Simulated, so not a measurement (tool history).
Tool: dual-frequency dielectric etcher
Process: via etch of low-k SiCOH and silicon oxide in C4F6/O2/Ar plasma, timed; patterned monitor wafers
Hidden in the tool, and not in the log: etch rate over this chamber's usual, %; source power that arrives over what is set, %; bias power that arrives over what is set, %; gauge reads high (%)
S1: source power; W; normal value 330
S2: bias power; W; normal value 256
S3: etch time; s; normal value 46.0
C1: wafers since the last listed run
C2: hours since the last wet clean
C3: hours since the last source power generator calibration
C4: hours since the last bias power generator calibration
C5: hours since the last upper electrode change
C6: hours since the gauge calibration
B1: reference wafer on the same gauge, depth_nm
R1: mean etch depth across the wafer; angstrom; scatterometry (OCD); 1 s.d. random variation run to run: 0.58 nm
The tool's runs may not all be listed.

run 1 hour=0.0 | S1=330 S2=256 S3=46.0 | C1=0 C2=368.0 C3=1096.8 C4=1408.1 C5=4107.4 C6=1292.0 | B1=120.1 | R1=1264
-- hour=28.1 wet clean of the chamber
run 2 hour=32.0 | S1=330 S2=256 S3=46.0 | C1=61 C2=3.9 C3=1128.8 C4=1440.1 C5=4139.4 C6=1324.0 | B1=120.0 | R1=1298
run 3 hour=53.3 | S1=280 S2=282 S3=46.0 | C1=164 C2=25.2 C3=1150.1 C4=1461.4 C5=4160.7 C6=1345.3 | B1=120.1 | R1=1308
run 4 hour=85.2 | S1=280 S2=282 S3=46.0 | C1=245 C2=57.1 C3=1182.0 C4=1493.3 C5=4192.6 C6=1377.2 | B1=120.0 | R1=1290
run 5 hour=100.3 | S1=330 S2=256 S3=46.0 | C1=116 C2=72.2 C3=1197.1 C4=1508.4 C5=4207.7 C6=1392.3 | B1=119.9 | R1=1297
run 6 hour=115.2 | S1=330 S2=256 S3=46.0 | C1=114 C2=87.1 C3=1212.0 C4=1523.3 C5=4222.6 C6=1407.2 | B1=120.0 | R1=1289
run 7 hour=173.7 | S1=330 S2=256 S3=40.5 | C1=450 C2=145.6 C3=1270.5 C4=1581.8 C5=4281.1 C6=1465.7 | B1=120.1 | R1=1141
run 8 hour=204.5 | S1=330 S2=319 S3=46.0 | C1=237 C2=176.4 C3=1301.3 C4=1612.6 C5=4311.9 C6=1496.5 | B1=120.0 | R1=1388
run 9 hour=239.2 | S1=330 S2=256 S3=56.0 | C1=267 C2=211.1 C3=1336.0 C4=1647.3 C5=4346.6 C6=1531.2 | B1=120.0 | R1=1553
-- hour=248.7 gauge calibrated
run 10 hour=268.4 | S1=400 S2=256 S3=41.0 | C1=225 C2=240.3 C3=1365.2 C4=1676.5 C5=4375.8 C6=19.7 | B1=120.0 | R1=1200
run 11 hour=292.2 | S1=390 S2=303 S3=34.5 | C1=183 C2=264.1 C3=1389.0 C4=1700.3 C5=4399.6 C6=43.5 | B1=120.0 | R1=1066
run 12 hour=317.2 | S1=330 S2=256 S3=46.0 | C1=192 C2=289.1 C3=1414.0 C4=1725.3 C5=4424.6 C6=68.5 | B1=119.9 | R1=1267
run 13 hour=337.4 | S1=260 S2=256 S3=42.5 | C1=155 C2=309.3 C3=1434.2 C4=1745.5 C5=4444.8 C6=88.7 | B1=120.3 | R1=1107
run 14 hour=372.7 | S1=410 S2=256 S3=46.0 | C1=272 C2=344.6 C3=1469.5 C4=1780.8 C5=4480.1 C6=124.0 | B1=119.9 | R1=1337
-- hour=399.4 upper electrode replaced
-- hour=414.4 source power generator calibrated
-- hour=416.6 wet clean of the chamber
run 15 hour=461.8 | S1=330 S2=256 S3=42.5 | C1=453 C2=45.2 C3=47.4 C4=1869.9 C5=62.4 C6=213.1 | B1=120.0 | R1=1197
run 16 hour=481.9 | S1=330 S2=256 S3=46.0 | C1=154 C2=65.3 C3=67.5 C4=1890.0 C5=82.5 C6=233.2 | B1=120.1 | R1=1305
run 17 hour=503.4 | S1=280 S2=256 S3=46.0 | C1=165 C2=86.8 C3=89.0 C4=1911.5 C5=104.0 C6=254.7 | B1=120.1 | R1=1244
-- hour=513.7 bias power generator calibrated
run 18 hour=520.7 | S1=270 S2=196 S3=32.5 | C1=102 C2=104.1 C3=106.3 C4=7.0 C5=121.3 C6=272.0 | B1=119.9 | R1=796
run 19 hour=534.6 | S1=330 S2=307 S3=58.0 | C1=107 C2=118.0 C3=120.2 C4=20.9 C5=135.2 C6=285.9 | B1=119.9 | R1=1742
run 20 hour=564.6 | S1=280 S2=217 S3=37.5 | C1=231 C2=148.0 C3=150.2 C4=50.9 C5=165.2 C6=315.9 | B1=120.0 | R1=951
run 21 hour=587.2 | S1=270 S2=310 S3=54.5 | C1=174 C2=170.6 C3=172.8 C4=73.5 C5=187.8 C6=338.5 | B1=120.2 | R1=1569
run 22 hour=621.2 | S1=330 S2=307 S3=58.0 | C1=262 C2=204.6 C3=206.8 C4=107.5 C5=221.8 C6=372.5 | B1=119.9 | R1=1743
run 23 hour=653.8 | S1=410 S2=319 S3=57.0 | C1=251 C2=237.2 C3=239.4 C4=140.1 C5=254.4 C6=405.1 | B1=120.0 | R1=1809
run 24 hour=674.6 | S1=330 S2=256 S3=46.0 | C1=160 C2=258.0 C3=260.2 C4=160.9 C5=275.2 C6=425.9 | B1=120.1 | R1=1274
run 25 hour=704.0 | S1=270 S2=309 S3=59.5 | C1=226 C2=287.4 C3=289.6 C4=190.3 C5=304.6 C6=455.3 | B1=120.0 | R1=1686
run 26 hour=720.9 | S1=360 S2=307 S3=55.0 | C1=130 C2=304.3 C3=306.5 C4=207.2 C5=321.5 C6=472.2 | B1=120.0 | R1=1657
run 27 hour=741.9 | S1=410 S2=236 S3=46.0 | C1=161 C2=325.3 C3=327.5 C4=228.2 C5=342.5 C6=493.2 | B1=120.0 | R1=1301
run 28 hour=765.1 | S1=330 S2=256 S3=46.0 | C1=178 C2=348.5 C3=350.7 C4=251.4 C5=365.7 C6=516.4 | B1=119.9 | R1=1257
run 29 hour=796.8 | S1=380 S2=202 S3=32.0 | C1=244 C2=380.2 C3=382.4 C4=283.1 C5=397.4 C6=548.1 | B1=120.0 | R1=833

Describe how what the log doesn't record of the tool's condition differs between the last listed run preceding each entry between runs and the first listed run following it.
After run 1, before run 2: wet clean of the chamber (hour 28.1)
  etch rate over this chamber's usual, %: -3.55 -> -0.00828
  the result without the hidden state subtracted from the measured one, R1: -46 -> +0 angstrom
After run 9, before run 10: gauge calibrated (hour 248.7)
  etch rate over this chamber's usual, %: -2.14 -> -2.44
  the result without the hidden state subtracted from the measured one, R1: -35 -> -30 angstrom
After run 14, before run 15: upper electrode replaced (hour 399.4); source power generator calibrated (hour 414.4); wet clean of the chamber (hour 416.6)
  etch rate over this chamber's usual, %: -3.52 -> -0.429
  the result without the hidden state subtracted from the measured one, R1: -49 -> -5 angstrom
After run 17, before run 18: bias power generator calibrated (hour 513.7)
  etch rate over this chamber's usual, %: -0.858 -> -1.04
  the result without the hidden state subtracted from the measured one, R1: -10 -> -9 angstrom

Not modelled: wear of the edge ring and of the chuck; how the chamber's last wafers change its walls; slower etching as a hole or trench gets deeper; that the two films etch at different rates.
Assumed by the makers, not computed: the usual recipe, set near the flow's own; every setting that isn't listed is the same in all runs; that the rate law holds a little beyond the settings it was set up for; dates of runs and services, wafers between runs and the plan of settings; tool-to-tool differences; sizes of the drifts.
